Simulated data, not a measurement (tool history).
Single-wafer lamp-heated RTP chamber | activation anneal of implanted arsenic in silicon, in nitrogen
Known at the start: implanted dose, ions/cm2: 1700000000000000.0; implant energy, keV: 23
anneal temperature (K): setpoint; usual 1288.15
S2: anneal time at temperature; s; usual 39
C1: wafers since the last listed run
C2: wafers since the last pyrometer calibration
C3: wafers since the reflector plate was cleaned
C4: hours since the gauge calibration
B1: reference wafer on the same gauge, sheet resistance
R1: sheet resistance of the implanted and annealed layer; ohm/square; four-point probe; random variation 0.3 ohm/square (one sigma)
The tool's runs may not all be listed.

Run 1, day 0: usual settings; C1 0; C2 6259; C3 7508; C4 204.2; B1 87.97. Result: R1 91.7 ohm/square.
Run 2, day 0.283: usual settings; C1 86; C2 6345; C3 7594; C4 211; B1 88. Result: R1 90.76 ohm/square.
Run 3, day 0.683: usual settings; C1 121; C2 6467; C3 7716; C4 220.6; B1 88.04. Result: R1 91.46 ohm/square.
Run 4, day 0.938: usual settings; C1 77; C2 6544; C3 7793; C4 226.7; B1 87.91. Result: R1 91.94 ohm/square.
Run 5, day 1.338: usual settings; C1 121; C2 6666; C3 7915; C4 236.3; B1 88.03. Result: R1 91.72 ohm/square.
Run 6, day 1.833: usual settings but S2 50 s; C1 150; C2 6817; C3 8066; C4 248.2; B1 87.92. Result: R1 87.82 ohm/square.
Run 7, day 2.112: usual settings but S2 50 s; C1 84; C2 6902; C3 8151; C4 254.9; B1 88.02. Result: R1 87.8 ohm/square.
Run 8, day 2.446: usual settings but S2 50 s; C1 101; C2 7003; C3 8252; C4 262.9; B1 87.99. Result: R1 87.76 ohm/square.
Run 9, day 2.846: usual settings; C1 121; C2 7125; C3 8374; C4 272.5; B1 88.06. Result: R1 91.3 ohm/square.
Run 10, day 3.188: usual settings; C1 103; C2 7229; C3 8477; C4 280.7; B1 88.01. Result: R1 91.27 ohm/square.
Run 11, day 3.779: usual settings; C1 179; C2 7408; C3 8657; C4 294.9; B1 88.04. Result: R1 91.23 ohm/square.
Run 12, day 4.508: usual settings but anneal temperature (K) 1297.15, S2 46 s; C1 221; C2 7630; C3 8879; C4 312.4; B1 87.96. Result: R1 86.07 ohm/square.
Run 13, day 6.283: usual settings; C1 539; C2 8170; C3 9419; C4 355; B1 88.05. Result: R1 90.55 ohm/square.
At day 6.804: pyrometer window cleaned and pyrometer calibrated.
Run 14, day 6.979: usual settings; C1 110; C2 53; C3 9529; C4 371.7; B1 87.96. Result: R1 90.99 ohm/square.
Run 15, day 7.467: usual settings; C1 148; C2 201; C3 9678; C4 383.4; B1 87.93. Result: R1 91.15 ohm/square.
Run 16, day 8.121: usual settings; C1 198; C2 400; C3 9877; C4 399.1; B1 87.98. Result: R1 90.22 ohm/square.
Run 17, day 8.812: usual settings; C1 210; C2 610; C3 10087; C4 415.7; B1 87.99. Result: R1 90.28 ohm/square.
At day 8.938: gauge calibrated.
Run 18, day 9.238: usual settings; C1 129; C2 740; C3 10216; C4 7.2; B1 88.07. Result: R1 90.14 ohm/square.
Run 19, day 9.954: usual settings; C1 217; C2 958; C3 10434; C4 24.4; B1 88.07. Result: R1 90.89 ohm/square.
Run 20, day 10.275: usual settings but S2 25 s; C1 97; C2 1055; C3 10532; C4 32.1; B1 88.01. Result: R1 96.45 ohm/square.
Run 21, day 11.4: usual settings but anneal temperature (K) 1311.15; C1 342; C2 1397; C3 10874; C4 59.1; B1 88.04. Result: R1 82.76 ohm/square.
Run 22, day 11.775: usual settings; C1 114; C2 1511; C3 10988; C4 68.1; B1 88.09. Result: R1 89.98 ohm/square.
Run 23, day 12.45: usual settings; C1 205; C2 1717; C3 11193; C4 84.3; B1 88.04. Result: R1 89.88 ohm/square.
Run 24, day 12.929: usual settings; C1 145; C2 1862; C3 11339; C4 95.8; B1 87.97. Result: R1 90.82 ohm/square.
At day 13.333: reflector plate cleaned.
Run 25, day 13.354: usual settings but anneal temperature (K) 1270.15; C1 27; C2 1890; C3 6; C4 106; B1 88.1. Result: R1 100.16 ohm/square.
Run 26, day 15.183: usual settings but anneal temperature (K) 1262.15, S2 54 s; C1 556; C2 2447; C3 562; C4 149.9; B1 87.98. Result: R1 99.01 ohm/square.
Run 27, day 15.775: usual settings but anneal temperature (K) 1296.15; C1 179; C2 2627; C3 742; C4 164.1; B1 87.91. Result: R1 90.65 ohm/square.
Run 28, day 16.062: usual settings but anneal temperature (K) 1278.15, S2 50 s; C1 87; C2 2714; C3 829; C4 171; B1 88.02. Result: R1 93.68 ohm/square.
Run 29, day 16.621: usual settings but anneal temperature (K) 1262.15, S2 51 s; C1 169; C2 2884; C3 999; C4 184.4; B1 87.9. Result: R1 100.32 ohm/square.
Run 30, day 17: usual settings but anneal temperature (K) 1277.15, S2 23 s; C1 115; C2 2999; C3 1114; C4 193.5; B1 87.95. Result: R1 104.66 ohm/square.
Run 31, day 17.388: usual settings but anneal temperature (K) 1303.15, S2 20 s; C1 117; C2 3117; C3 1232; C4 202.8; B1 88.04. Result: R1 96.57 ohm/square.
Run 32, day 17.8: usual settings but anneal temperature (K) 1265.15, S2 18 s; C1 125; C2 3242; C3 1358; C4 212.7; B1 88.03. Result: R1 112.81 ohm/square.
Run 33, day 18.092: usual settings but anneal temperature (K) 1271.15, S2 20 s; C1 88; C2 3331; C3 1446; C4 219.7; B1 87.94. Result: R1 108.49 ohm/square.
Run 34, day 18.604: usual settings but anneal temperature (K) 1272.15, S2 58 s; C1 155; C2 3487; C3 1602; C4 232; B1 88.01. Result: R1 93.32 ohm/square.
Run 35, day 19.025: usual settings but anneal temperature (K) 1262.15, S2 54 s; C1 127; C2 3615; C3 1730; C4 242.1; B1 88.05. Result: R1 98.77 ohm/square.
Run 36, day 19.596: usual settings but S2 24 s; C1 173; C2 3789; C3 1904; C4 255.8; B1 88.06. Result: R1 100.08 ohm/square.

5 ways to go on from here, each from the tool as it stands after run 36. What would each give?
Run A, day 19.612: usual settings; C1 5; C2 3794; C3 1909; C4 256.2; B1 ?. Result: R1 ?.
Run B, day 19.612: usual settings but anneal temperature (K) 1267.15, S2 17 s; C1 5; C2 3794; C3 1909; C4 256.2; B1 ?. Result: R1 ?.
Run C, day 19.612: usual settings but anneal temperature (K) 1275.15, S2 48 s; C1 5; C2 3794; C3 1909; C4 256.2; B1 ?. Result: R1 ?.
Run D, day 19.612: usual settings but anneal temperature (K) 1310.15, S2 26 s; C1 5; C2 3794; C3 1909; C4 256.2; B1 ?. Result: R1 ?.
Run E, day 19.612: usual settings but anneal temperature (K) 1273.15, S2 23 s; C1 5; C2 3794; C3 1909; C4 256.2; B1 ?. Result: R1 ?.

run     B1      R1
  A  88.03   92.97
  B  88.03  111.96
  C  88.03   95.16
  D  88.03    90.5
  E  88.03  105.83
Without the tool's hidden state the same runs would have given:
run      R1
  A   93.68
  B  112.71
  C   95.91
  D   91.14
  E  106.58
